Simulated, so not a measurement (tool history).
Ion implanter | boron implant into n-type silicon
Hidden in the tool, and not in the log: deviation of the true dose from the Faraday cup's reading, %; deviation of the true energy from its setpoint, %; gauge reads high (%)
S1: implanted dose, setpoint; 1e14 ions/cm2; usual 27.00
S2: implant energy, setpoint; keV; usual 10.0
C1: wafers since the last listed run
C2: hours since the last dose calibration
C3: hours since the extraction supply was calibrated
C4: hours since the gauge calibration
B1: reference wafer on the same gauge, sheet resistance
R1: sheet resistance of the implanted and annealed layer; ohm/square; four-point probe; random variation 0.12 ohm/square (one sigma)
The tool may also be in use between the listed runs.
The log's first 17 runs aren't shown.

| run | day | S1 | S2 | C1 | C2 | C3 | C4 | B1 | R1 |
|---|---|---|---|---|---|---|---|---|---|
| 18 | 42.621 | 30.91 | 10.0 | 899 | 316.2 | 1910.8 | 110.9 | 89.15 | 78.54 |
| 19 | 45.262 | 27.00 | 10.0 | 1401 | 379.6 | 1974.2 | 174.3 | 89.09 | 79.80 |
| 20 | 47.179 | 23.77 | 7.0 | 1016 | 425.6 | 2020.2 | 220.3 | 89.10 | 99.78 |
| 21 | 49.171 | 21.92 | 8.0 | 1056 | 473.4 | 2068.0 | 268.1 | 89.11 | 93.86 |
|  | 50.225 | extraction supply calibrated |
|  | 52.692 | Faraday cup replaced and dose calibrated |
| 22 | 57.871 | 34.99 | 13.0 | 4261 | 124.3 | 183.5 | 476.9 | 89.10 | 66.44 |
| 23 | 60.067 | 21.42 | 11.0 | 1164 | 177.0 | 236.2 | 529.6 | 89.06 | 80.16 |
| 24 | 62.117 | 27.00 | 10.0 | 1087 | 226.2 | 285.4 | 578.8 | 89.09 | 80.79 |
| 25 | 63.488 | 25.23 | 10.0 | 727 | 259.1 | 318.3 | 611.7 | 89.11 | 81.53 |
| 26 | 69.217 | 21.22 | 9.0 | 3039 | 396.6 | 455.8 | 749.2 | 89.08 | 88.96 |
| 27 | 71.654 | 32.57 | 7.5 | 1293 | 455.1 | 514.3 | 807.7 | 89.15 | 93.93 |
| 28 | 72.767 | 27.00 | 10.0 | 590 | 481.8 | 541.0 | 834.4 | 89.11 | 80.09 |
|  | 75.112 | Faraday cup replaced and dose calibrated |
| 29 | 75.412 | 27.00 | 10.0 | 1226 | 7.2 | 604.5 | 897.9 | 89.11 | 80.40 |
| 30 | 76.483 | 19.58 | 7.0 | 568 | 32.9 | 630.2 | 923.6 | 89.08 | 103.55 |
| 31 | 79.142 | 25.23 | 10.0 | 1410 | 96.7 | 694.0 | 987.4 | 89.15 | 81.08 |

Forecast each of these 5 alternatives for the next run:
| A | 79.158 | 27.00 | 10.0 | 8 | 97.1 | 694.4 | 987.8 | ? | ? |
| B | 79.158 | 34.27 | 13.0 | 8 | 97.1 | 694.4 | 987.8 | ? | ? |
| C | 79.158 | 33.93 | 12.5 | 8 | 97.1 | 694.4 | 987.8 | ? | ? |
| D | 79.158 | 21.03 | 9.0 | 8 | 97.1 | 694.4 | 987.8 | ? | ? |
| E | 79.158 | 27.00 | 8.5 | 8 | 97.1 | 694.4 | 987.8 | ? | ? |

| run | B1 | R1 |
|---|---|---|
| A | 89.15 | 80.52 |
| B | 89.15 | 66.26 |
| C | 89.15 | 67.96 |
| D | 89.15 | 89.40 |
| E | 89.15 | 88.86 |
Without the tool's hidden state the same runs would have given:
| run | R1 |
|---|---|
| A | 81.02 |
| B | 66.65 |
| C | 68.36 |
| D | 89.95 |
| E | 89.38 |

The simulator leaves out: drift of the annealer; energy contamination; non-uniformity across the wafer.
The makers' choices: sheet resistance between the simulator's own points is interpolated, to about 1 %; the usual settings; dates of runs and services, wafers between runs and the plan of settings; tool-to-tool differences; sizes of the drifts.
